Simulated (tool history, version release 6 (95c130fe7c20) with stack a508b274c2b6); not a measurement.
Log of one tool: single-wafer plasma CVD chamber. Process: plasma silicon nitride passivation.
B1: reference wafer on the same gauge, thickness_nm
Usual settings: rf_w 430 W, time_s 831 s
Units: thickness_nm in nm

Run 1, day 0.000: usual settings; B1 1210.438. Result: thickness_nm 1188.166 nm.
Run 2, day 0.838: usual settings but rf_w 475 W; B1 1211.531. Result: thickness_nm 1222.739 nm.
Run 3, day 1.408: usual settings but rf_w 475 W; B1 1209.705. Result: thickness_nm 1226.033 nm.
Run 4, day 2.008: usual settings but rf_w 475 W; B1 1210.653. Result: thickness_nm 1222.524 nm.
Run 5, day 2.579: usual settings; B1 1211.700. Result: thickness_nm 1189.104 nm.
Run 6, day 3.608: usual settings; B1 1213.553. Result: thickness_nm 1189.469 nm.
Run 7, day 4.133: usual settings; B1 1213.839. Result: thickness_nm 1188.752 nm.
Run 8, day 5.021: usual settings but time_s 944 s; B1 1213.902. Result: thickness_nm 1370.414 nm.
Run 9, day 6.125: usual settings but time_s 944 s; B1 1216.714. Result: thickness_nm 1375.853 nm.
Run 10, day 7.058: usual settings; B1 1216.667. Result: thickness_nm 1204.114 nm.
Run 11, day 8.425: usual settings but time_s 779 s; B1 1219.727. Result: thickness_nm 1131.403 nm.
Run 12, day 9.512: usual settings but time_s 779 s; B1 1221.296. Result: thickness_nm 1124.376 nm.
Run 13, day 10.754: usual settings but time_s 768 s; B1 1221.435. Result: thickness_nm 1111.579 nm.
Run 14, day 11.450: usual settings but time_s 768 s; B1 1224.300. Result: thickness_nm 1113.213 nm.
Run 15, day 12.808: usual settings but time_s 768 s; B1 1226.007. Result: thickness_nm 1119.705 nm.
Run 16, day 14.083: usual settings but rf_w 390 W; B1 1227.965. Result: thickness_nm 1179.909 nm.
Run 17, day 14.938: usual settings; B1 1229.669. Result: thickness_nm 1211.833 nm.
Run 18, day 15.838: usual settings; B1 1230.584. Result: thickness_nm 1215.126 nm.
Run 19, day 16.929: usual settings; B1 1233.052. Result: thickness_nm 1212.944 nm.
Run 20, day 17.688: usual settings but rf_w 380 W; B1 1233.975. Result: thickness_nm 1184.997 nm.
Run 21, day 19.000: usual settings; B1 1239.353. Result: thickness_nm 1222.299 nm.
Run 22, day 20.479: usual settings; B1 1239.709. Result: thickness_nm 1223.598 nm.
Run 23, day 21.312: usual settings but rf_w 480 W, time_s 961 s; B1 1243.622. Result: thickness_nm 1456.931 nm.
At day 21.708: gauge calibrated.
Run 24, day 21.862: usual settings but time_s 976 s; B1 1206.964. Result: thickness_nm 1405.889 nm.
Run 25, day 22.446: usual settings but rf_w 495 W, time_s 694 s; B1 1205.824. Result: thickness_nm 1021.318 nm.
At day 23.025: showerhead replaced.
Run 26, day 23.600: usual settings but time_s 984 s; B1 1205.878. Result: thickness_nm 1407.930 nm.
At day 24.871: RF generator calibrated.
Run 27, day 24.892: usual settings but rf_w 455 W; B1 1207.497. Result: thickness_nm 1212.649 nm.
Run 28, day 25.362: usual settings but rf_w 500 W; B1 1206.254. Result: thickness_nm 1221.988 nm.
Run 29, day 26.729: usual settings; B1 1208.550. Result: thickness_nm 1183.438 nm.
Run 30, day 28.033: usual settings; B1 1207.295. Result: thickness_nm 1192.326 nm.
Run 31, day 28.738: usual settings but rf_w 360 W, time_s 952 s; B1 1208.584. Result: thickness_nm 1303.721 nm.
Run 32, day 30.017: usual settings but time_s 731 s; B1 1208.371. Result: thickness_nm 1050.327 nm.
Run 33, day 31.125: usual settings but time_s 768 s; B1 1211.295. Result: thickness_nm 1105.000 nm.
Run 34, day 31.796: usual settings but rf_w 510 W, time_s 889 s; B1 1210.126. Result: thickness_nm 1324.119 nm.
Run 35, day 32.929: usual settings but time_s 898 s; B1 1211.558. Result: thickness_nm 1293.467 nm.
Run 36, day 34.333: usual settings but rf_w 380 W, time_s 874 s; B1 1212.386. Result: thickness_nm 1228.133 nm.
Run 37, day 35.471: usual settings but rf_w 400 W; B1 1213.192. Result: thickness_nm 1175.000 nm.
Run 38, day 36.000: usual settings but rf_w 480 W, time_s 767 s; B1 1212.541. Result: thickness_nm 1127.891 nm.
Run 39, day 36.862: usual settings but rf_w 460 W, time_s 712 s; B1 1215.912. Result: thickness_nm 1043.589 nm.

The same runs without the tool's hidden state, with the same run-to-run variation:
The hidden state here: delivered RF power above the setpoint (%); gauge reads high (%).
run  thickness_nm
  1      1178.593
  2      1212.193
  3      1214.958
  4      1210.932
  5      1177.299
  6      1176.652
  7      1175.402
  8      1353.923
  9      1357.840
 10      1187.210
 11      1113.858
 12      1105.546
 13      1091.305
 14      1091.940
 15      1096.324
 16      1153.207
 17      1182.933
 18      1184.540
 19      1180.401
 20      1151.797
 21      1185.463
 22      1183.677
 23      1407.288
 24      1398.622
 25      1016.024
 26      1400.510
 27      1206.034
 28      1215.211
 29      1176.478
 30      1184.816
 31      1295.163
 32      1042.851
 33      1096.523
 34      1313.473
 35      1282.190
 36      1216.271
 37      1162.663
 38      1115.580
 39      1031.457
